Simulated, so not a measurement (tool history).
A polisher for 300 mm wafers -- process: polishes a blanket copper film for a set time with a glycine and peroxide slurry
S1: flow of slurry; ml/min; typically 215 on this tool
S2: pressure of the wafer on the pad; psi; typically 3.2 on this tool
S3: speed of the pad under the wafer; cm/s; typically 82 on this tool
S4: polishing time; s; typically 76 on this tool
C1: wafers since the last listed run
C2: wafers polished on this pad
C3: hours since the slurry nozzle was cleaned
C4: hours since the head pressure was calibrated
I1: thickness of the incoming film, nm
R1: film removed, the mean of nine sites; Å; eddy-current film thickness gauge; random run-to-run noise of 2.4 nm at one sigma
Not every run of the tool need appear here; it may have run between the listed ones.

run	hour	S1	S2	S3	S4	C1	C2	C3	C4	I1	R1
1	0.0	215	3.5	82	76	0	1016	147.7	307.1	1837.7	3943
2	27.9	215	3.5	82	76	166	1182	175.6	335.0	1855.7	3912
3	96.4	215	3.5	82	76	408	1590	244.1	403.5	1843.5	3925
4	136.0	215	3.2	82	76	235	1826	283.7	443.1	1855.1	3637
5	186.4	215	3.2	82	76	300	2127	334.1	493.5	1809.1	3606
# hour 212.2: head pressure recalibrated
6	236.6	215	3.2	82	76	287	2414	384.3	24.4	1819.4	3388
# hour 282.1: worn pad replaced by a new one
7	288.9	215	3.9	82	76	287	40	436.6	76.7	1812.1	4349
# hour 335.2: slurry nozzle cleaned
8	365.8	215	3.2	66	76	452	492	30.6	153.6	1829.5	3124
9	407.6	215	3.2	82	76	249	742	72.4	195.4	1853.6	3600
10	446.0	215	3.2	82	76	228	970	110.8	233.8	1812.5	3619
11	490.9	215	2.8	82	64	267	1238	155.7	278.7	1799.3	2747
12	560.8	215	3.2	82	76	416	1654	225.6	348.6	1862.1	3583
13	606.8	215	3.2	82	76	274	1928	271.6	394.6	1819.2	3628
14	654.2	215	2.8	82	76	282	2211	319.0	442.0	1828.0	3189
# hour 679.2: head pressure recalibrated
# hour 711.7: worn pad replaced by a new one
15	719.1	215	3.2	82	76	350	44	383.9	39.9	1828.8	3680
# hour 751.7: slurry nozzle cleaned
16	755.3	215	3.5	66	76	209	253	3.6	76.1	1816.0	3315
17	787.9	215	3.8	108	76	194	448	36.2	108.7	1831.3	5245
18	827.8	255	3.2	82	55	237	685	76.1	148.6	1851.1	2638
19	897.5	265	3.2	94	56	415	1101	145.8	218.3	1834.6	2983
20	928.3	195	4.3	106	85	183	1284	176.6	249.1	1820.6	6175
21	987.3	240	4.2	82	76	351	1636	235.6	308.1	1833.4	4509
22	1018.4	250	3.2	96	98	185	1821	266.7	339.2	1835.0	5215
23	1046.8	215	3.2	82	76	169	1990	295.1	367.6	1851.7	3527
24	1090.3	155	2.5	74	51	259	2249	338.6	411.1	1833.8	1734
25	1140.7	280	3.2	82	76	300	2550	389.0	461.5	1838.0	3647
26	1178.8	255	2.2	82	88	227	2777	427.1	499.6	1858.9	3121

For run 27, what comes out?
# hour 1204.4: head pressure recalibrated
# hour 1206.1: worn pad replaced by a new one
# hour 1225.5: slurry nozzle cleaned
27	1377.1	215	2.6	82	76	1153	1012	151.6	172.7	1848.1	?

For run 27 the tool returned R1 3040 Å.
The same run, on a tool lacking any hidden state, would have yielded R1 3126 Å.

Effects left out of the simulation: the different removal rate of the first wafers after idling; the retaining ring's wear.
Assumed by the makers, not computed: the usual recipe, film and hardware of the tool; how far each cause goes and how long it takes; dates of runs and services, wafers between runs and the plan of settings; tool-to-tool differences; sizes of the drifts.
